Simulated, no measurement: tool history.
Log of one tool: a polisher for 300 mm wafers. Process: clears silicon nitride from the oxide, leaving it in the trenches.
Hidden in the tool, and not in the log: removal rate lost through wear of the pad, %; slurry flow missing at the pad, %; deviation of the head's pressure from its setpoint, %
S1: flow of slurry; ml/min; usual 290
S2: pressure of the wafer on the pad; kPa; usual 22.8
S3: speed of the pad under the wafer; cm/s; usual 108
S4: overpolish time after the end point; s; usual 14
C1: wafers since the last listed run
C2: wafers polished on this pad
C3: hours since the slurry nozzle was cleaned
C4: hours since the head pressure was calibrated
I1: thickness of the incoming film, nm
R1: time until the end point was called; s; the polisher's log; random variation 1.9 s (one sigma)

| run | hour | S1 | S2 | S3 | S4 | C1 | C2 | C3 | C4 | I1 | R1 |
|---|---|---|---|---|---|---|---|---|---|---|---|
| 1 | 0.0 | 290 | 25.5 | 108 | 16 | 0 | 769 | 166.0 | 248.9 | 119.0 | 105.6 |
| 2 | 35.1 | 290 | 25.5 | 108 | 16 | 268 | 1038 | 201.1 | 284.0 | 121.8 | 111.4 |
| 3 | 67.1 | 290 | 22.8 | 108 | 14 | 245 | 1283 | 233.1 | 316.0 | 120.2 | 120.1 |
|  | 73.7 | worn pad replaced by a new one |
| 4 | 136.6 | 290 | 22.8 | 108 | 14 | 501 | 481 | 302.6 | 385.5 | 121.3 | 123.9 |
| 5 | 189.5 | 290 | 22.8 | 108 | 14 | 405 | 887 | 355.5 | 438.4 | 121.1 | 120.8 |
| 6 | 219.9 | 290 | 22.8 | 108 | 14 | 232 | 1120 | 385.9 | 468.8 | 119.0 | 124.1 |
|  | 255.8 | worn pad replaced by a new one |
| 7 | 284.0 | 290 | 22.8 | 108 | 14 | 460 | 216 | 450.0 | 532.9 | 119.1 | 124.0 |
| 8 | 328.1 | 290 | 22.8 | 108 | 14 | 337 | 554 | 494.1 | 577.0 | 119.8 | 128.1 |
|  | 344.4 | head pressure recalibrated |
| 9 | 360.0 | 290 | 22.8 | 108 | 14 | 229 | 783 | 526.0 | 15.6 | 120.9 | 127.0 |
|  | 363.0 | slurry nozzle cleaned |
|  | 409.3 | worn pad replaced by a new one |
| 10 | 409.8 | 290 | 15.2 | 72 | 14 | 343 | 3 | 46.8 | 65.4 | 119.6 | 264.4 |
| 11 | 459.3 | 200 | 22.8 | 140 | 11 | 379 | 383 | 96.3 | 114.9 | 121.5 | 98.8 |
| 12 | 505.2 | 290 | 29.6 | 108 | 14 | 351 | 735 | 142.2 | 160.8 | 120.9 | 93.7 |
| 13 | 561.2 | 365 | 26.9 | 76 | 21 | 429 | 1164 | 198.2 | 216.8 | 121.2 | 142.5 |

Forecast run 14:
|  | 572.7 | worn pad replaced by a new one |
| 14 | 588.6 | 290 | 27.6 | 90 | 14 | 179 | 121 | 225.6 | 244.2 | 121.1 | ? |

{"run 14": {"R1": 117.1}}
Without the tool's hidden state the same run would have given R1 114.9 s.

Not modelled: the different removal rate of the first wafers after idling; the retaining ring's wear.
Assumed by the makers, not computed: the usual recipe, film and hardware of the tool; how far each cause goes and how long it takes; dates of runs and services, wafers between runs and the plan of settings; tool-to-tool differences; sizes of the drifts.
